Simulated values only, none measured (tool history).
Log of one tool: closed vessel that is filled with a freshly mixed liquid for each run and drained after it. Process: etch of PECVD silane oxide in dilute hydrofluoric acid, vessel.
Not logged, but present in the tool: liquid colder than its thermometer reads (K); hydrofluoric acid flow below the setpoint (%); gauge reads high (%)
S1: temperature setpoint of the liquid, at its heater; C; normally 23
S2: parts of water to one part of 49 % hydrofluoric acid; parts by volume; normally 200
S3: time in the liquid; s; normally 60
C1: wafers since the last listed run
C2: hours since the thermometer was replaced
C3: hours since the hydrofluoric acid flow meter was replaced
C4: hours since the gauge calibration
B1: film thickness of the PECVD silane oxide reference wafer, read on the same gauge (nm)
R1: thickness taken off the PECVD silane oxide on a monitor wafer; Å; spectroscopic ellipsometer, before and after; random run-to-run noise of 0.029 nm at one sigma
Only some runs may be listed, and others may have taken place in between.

run,hour,S1,S2,S3,C1,C2,C3,C4,B1,R1
1,0,23,200,60,0,208.5,679,3208,86.9,67.6
2,86.5,23,200,60,12565,295,765.5,3294.5,86.76,67.4
3,164.3,23,200,60,11301,372.8,843.3,3372.3,86.52,66.8
4,210.3,26.5,200,60,6682,418.8,889.3,3418.3,86.39,75.9
5,315.9,23,200,60,15339,524.4,994.9,3523.9,86.17,66.7
6,415.5,23,200,60,14468,624,1094.5,3623.5,85.94,67
# hour 500.2: gauge calibrated
7,506.4,23,200,60,13204,714.9,1185.4,6.2,89.98,70.1
8,571,19.5,200,75,9383,779.5,1250,70.8,89.92,76.1
9,724.2,19.5,200,75,22254,932.7,1403.2,224,89.91,76
# hour 768.4: thermometer replaced
10,787.2,23,265,60,9006,18.8,1466.2,287,89.9,49.3
11,1044.2,23,250,60,37332,275.8,1723.2,544,89.81,53
12,1098.8,25,135,90,7931,330.4,1777.8,598.6,89.84,180.6
13,1146,25.5,170,90,6856,377.6,1825,645.8,89.85,140.1
14,1208,23,200,60,9006,439.6,1887,707.8,89.8,70.3
15,1308.6,23,240,70,14613,540.2,1987.6,808.4,89.73,64.3
16,1382.8,18.5,200,90,10778,614.4,2061.8,882.6,89.71,88.2
17,1483,18.5,155,60,14555,714.6,2162,982.8,89.65,79.2
18,1566.4,23,200,60,12114,798,2245.4,1066.2,89.52,69.4
19,1616.6,23,200,60,7292,848.2,2295.6,1116.4,89.57,69.4
# hour 1646.9: thermometer replaced
20,1695.5,26.5,270,60,11315,48.6,2374.5,1195.3,89.49,53.9
21,1782.9,23,200,60,12695,136,2461.9,1282.7,89.34,69.1
# hour 1809.1: hydrofluoric acid flow meter replaced
22,1819.2,21.5,160,40,5127,172.3,10.1,1319,89.35,57
23,1914.2,23,200,60,13799,267.3,105.1,1414,89.29,69.1
24,2015.7,26,165,85,14744,368.8,206.6,1515.5,89.2,138.8
25,2102.8,19,200,60,12652,455.9,293.7,1602.6,89.09,59.1
26,2165.1,23,200,60,9049,518.2,356,1664.9,89.02,68.8
27,2209.9,23,115,40,6507,563,400.8,1709.7,89,88
28,2312.7,19,100,80,14933,665.8,503.6,1812.5,88.83,175.3
29,2358.7,23,280,60,6682,711.8,549.6,1858.5,88.82,45.4
30,2439,23,200,60,11664,792.1,629.9,1938.8,88.68,68.7
31,2543.8,23,230,75,15223,896.9,734.7,2043.6,88.56,72.2
32,2580.9,20.5,140,60,5389,934,771.8,2080.7,88.5,94.9

Alternative continuations, all from the tool just after run 32; predict every row:
A,2581.6,23,120,60,101,934.7,772.5,2081.4,?,?
B,2581.6,20,250,60,101,934.7,772.5,2081.4,?,?
C,2581.6,19,120,90,101,934.7,772.5,2081.4,?,?
D,2581.6,23,200,90,101,934.7,772.5,2081.4,?,?
E,2581.6,18.5,170,30,101,934.7,772.5,2081.4,?,?

run,B1,R1
A,88.5,124.8
B,88.5,46.6
C,88.5,159.4
D,88.5,102.8
E,88.5,34.9
With no hidden state in the tool, these same runs would have given:
run,R1
A,126.9
B,47.4
C,162.1
D,104.5
E,35.5
